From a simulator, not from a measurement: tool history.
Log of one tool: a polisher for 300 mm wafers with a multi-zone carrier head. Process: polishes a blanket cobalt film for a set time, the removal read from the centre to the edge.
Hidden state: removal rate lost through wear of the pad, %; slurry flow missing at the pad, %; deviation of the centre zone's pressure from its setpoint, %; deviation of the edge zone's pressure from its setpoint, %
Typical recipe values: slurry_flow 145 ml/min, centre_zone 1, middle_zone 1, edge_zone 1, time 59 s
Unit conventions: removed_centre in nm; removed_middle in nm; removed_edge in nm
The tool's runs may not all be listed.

run,hour,slurry_flow,centre_zone,middle_zone,edge_zone,time,wafers since the last listed run,wafers polished on this pad,hours since the slurry nozzle was cleaned,hours since the centre zone pressure was calibrated,hours since the edge zone pressure was calibrated,hours since the carrier head's membrane was replaced,"incoming thickness of the incoming film, nm",removed_centre,removed_middle,removed_edge
1,0,145,1,1,1,59,0,2655,96,344,261.6,227.8,1492.4,205.6,203.3,202.3
# hour 28.4: worn pad replaced by a new one
2,106.2,145,1,1,1,59,1184,902,202.2,450.2,367.8,334,1492.1,199.8,200,204.3
# hour 160.5: slurry nozzle cleaned
3,194.6,145,1,0.95,1,68,1012,1914,34.1,538.6,456.2,422.4,1491.1,236.5,226.1,236.5
4,263.8,145,1,1,1,65,801,2716,103.3,607.8,525.4,491.6,1487.5,226.7,222.7,223.6
# hour 267.5: edge zone pressure recalibrated
# hour 275: worn pad replaced by a new one
5,327.6,145,1,1,1,65,669,609,167.1,671.6,60.1,555.4,1487.8,223.6,222.8,225.5
6,378.8,145,1,1,1,59,593,1203,218.3,722.8,111.3,606.6,1474.2,203.5,200.4,205.9
# hour 390.6: slurry nozzle cleaned
7,448.9,145,1,1,1,59,800,2003,58.3,792.9,181.4,676.7,1499.6,198.8,191.8,197.1
# hour 492.9: worn pad replaced by a new one
8,548.9,145,1,1.07,1,75,1112,649,158.3,892.9,281.4,776.7,1502.7,241.3,257,247
9,587.1,125,1,1,1,59,442,1091,196.5,931.1,319.6,814.9,1493,184.5,182.9,195.4
# hour 664.5: centre zone pressure recalibrated
# hour 667.8: slurry nozzle cleaned, repeated, since the last time left the tool worse
10,682,145,1.06,1,1,59,1064,2156,14.2,17.5,414.5,909.8,1476.7,218.8,204.3,204.9
11,730.8,145,1,1,1,59,565,2722,63,66.3,463.3,958.6,1491.9,202.8,205.1,210.5
# hour 739.8: worn pad replaced by a new one
12,773.8,185,1,1.1,1,72,451,393,106,109.3,506.3,1001.6,1477.3,255.1,278.7,253.6
# hour 791.5: carrier head's membrane replaced by a new one
13,840.5,145,0.88,1,1,48,714,1108,172.7,176,573,49,1512.4,145.4,165.3,164.5
# hour 856.4: edge zone pressure recalibrated
# hour 907.2: slurry nozzle cleaned
# hour 964.3: worn pad replaced by a new one
14,1105,100,1,0.95,1,59,2983,1630,197.8,440.5,248.6,313.5,1507.9,189,183.9,194.4
# hour 1125.4: slurry nozzle cleaned
15,1164.8,170,1.07,1.06,0.91,59,681,2312,39.4,500.3,308.4,373.3,1483.3,225.6,219.4,197.9

Below are 5 alternative next runs, each starting from the tool's condition after run 15. Predict each:
A,1165.2,145,1.1,1,1,59,4,2316,39.8,500.7,308.8,373.7,1498.7,?,?,?
B,1165.2,95,1,1,1,59,4,2316,39.8,500.7,308.8,373.7,1498.7,?,?,?
C,1165.2,145,1,1.08,0.93,59,4,2316,39.8,500.7,308.8,373.7,1498.7,?,?,?
D,1165.2,145,1.09,1.03,1.1,79,4,2316,39.8,500.7,308.8,373.7,1498.7,?,?,?
E,1165.2,145,1,1,0.9,59,4,2316,39.8,500.7,308.8,373.7,1498.7,?,?,?

run,removed_centre,removed_middle,removed_edge
A,223.9,203.5,208.9
B,191.6,193.2,201.3
C,203.5,217.4,201.6
D,297.1,279.4,293.1
E,203.4,203.6,198.8
Without the tool's unlogged condition, the same runs would have read:
run,removed_centre,removed_middle,removed_edge
A,225.2,204.6,209.7
B,193,194.5,202.3
C,204.7,218.5,202.4
D,298.9,280.8,294.2
E,204.6,204.7,199.6
